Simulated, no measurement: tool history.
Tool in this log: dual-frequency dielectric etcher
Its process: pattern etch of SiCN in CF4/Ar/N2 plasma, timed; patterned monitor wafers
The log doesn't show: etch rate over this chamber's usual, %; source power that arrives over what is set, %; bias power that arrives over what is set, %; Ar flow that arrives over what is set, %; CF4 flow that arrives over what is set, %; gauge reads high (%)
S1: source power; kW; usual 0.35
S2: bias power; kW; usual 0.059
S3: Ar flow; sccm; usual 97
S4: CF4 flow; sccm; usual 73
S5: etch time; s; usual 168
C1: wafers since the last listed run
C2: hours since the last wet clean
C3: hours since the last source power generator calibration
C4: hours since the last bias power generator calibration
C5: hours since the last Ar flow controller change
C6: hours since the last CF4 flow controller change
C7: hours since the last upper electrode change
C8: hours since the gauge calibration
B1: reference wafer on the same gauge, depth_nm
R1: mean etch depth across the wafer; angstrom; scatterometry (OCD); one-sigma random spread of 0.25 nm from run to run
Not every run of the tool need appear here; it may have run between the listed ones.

| run | hour | S1 | S2 | S3 | S4 | S5 | C1 | C2 | C3 | C4 | C5 | C6 | C7 | C8 | B1 | R1 |
|---|---|---|---|---|---|---|---|---|---|---|---|---|---|---|---|---|
| 1 | 0 | 0.35 | 0.059 | 110 | 73 | 128 | 0 | 175.5 | 4274.1 | 235.8 | 249.1 | 3522.7 | 4244 | 657.7 | 105.5 | 757 |
| 2 | 33.4 | 0.43 | 0.059 | 73 | 73 | 168 | 221 | 208.9 | 4307.5 | 269.2 | 282.5 | 3556.1 | 4277.4 | 691.1 | 105.4 | 1306 |
| 3 | 46.7 | 0.35 | 0.059 | 97 | 73 | 168 | 88 | 222.2 | 4320.8 | 282.5 | 295.8 | 3569.4 | 4290.7 | 704.4 | 105.6 | 1017 |
| 4 | 71.5 | 0.35 | 0.059 | 107 | 73 | 127.5 | 164 | 247 | 4345.6 | 307.3 | 320.6 | 3594.2 | 4315.5 | 729.2 | 105.5 | 761 |
| 5 | 104.4 | 0.28 | 0.059 | 97 | 55 | 152 | 218 | 279.9 | 4378.5 | 340.2 | 353.5 | 3627.1 | 4348.4 | 762.1 | 105.5 | 707 |
|  | 120.7 | source power generator calibrated |
|  | 125.3 | CF4 flow controller replaced |
| 6 | 134.7 | 0.35 | 0.059 | 97 | 73 | 168 | 144 | 310.2 | 14 | 370.5 | 383.8 | 9.4 | 4378.7 | 792.4 | 105.4 | 1023 |
|  | 166.7 | wet clean of the chamber |
| 7 | 167.2 | 0.35 | 0.059 | 97 | 73 | 182 | 56 | 0.5 | 46.5 | 403 | 416.3 | 41.9 | 4411.2 | 824.9 | 105.6 | 1077 |
| 8 | 190.6 | 0.29 | 0.059 | 97 | 73 | 168 | 155 | 23.9 | 69.9 | 426.4 | 439.7 | 65.3 | 4434.6 | 848.3 | 105.5 | 810 |
| 9 | 224.8 | 0.35 | 0.059 | 97 | 87 | 168 | 227 | 58.1 | 104.1 | 460.6 | 473.9 | 99.5 | 4468.8 | 882.5 | 105.4 | 1015 |
| 10 | 246.6 | 0.35 | 0.059 | 97 | 73 | 168 | 144 | 79.9 | 125.9 | 482.4 | 495.7 | 121.3 | 4490.6 | 904.3 | 105.5 | 1000 |
|  | 288.9 | upper electrode replaced |
| 11 | 289.4 | 0.39 | 0.059 | 106 | 90 | 200 | 124 | 122.7 | 168.7 | 525.2 | 538.5 | 164.1 | 0.5 | 947.1 | 105.5 | 1352 |
| 12 | 308.9 | 0.32 | 0.052 | 97 | 73 | 168 | 129 | 142.2 | 188.2 | 544.7 | 558 | 183.6 | 20 | 966.6 | 105.4 | 883 |

For run 13, what comes out?
|  | 319.8 | gauge calibrated |
| 13 | 333.2 | 0.28 | 0.059 | 110 | 68 | 127.5 | 161 | 166.5 | 212.5 | 569 | 582.3 | 207.9 | 44.3 | 13.4 | ? | ? |

B1: 105.4
R1: 587 angstrom
Without the tool's hidden state the same run would have given R1 578 angstrom.
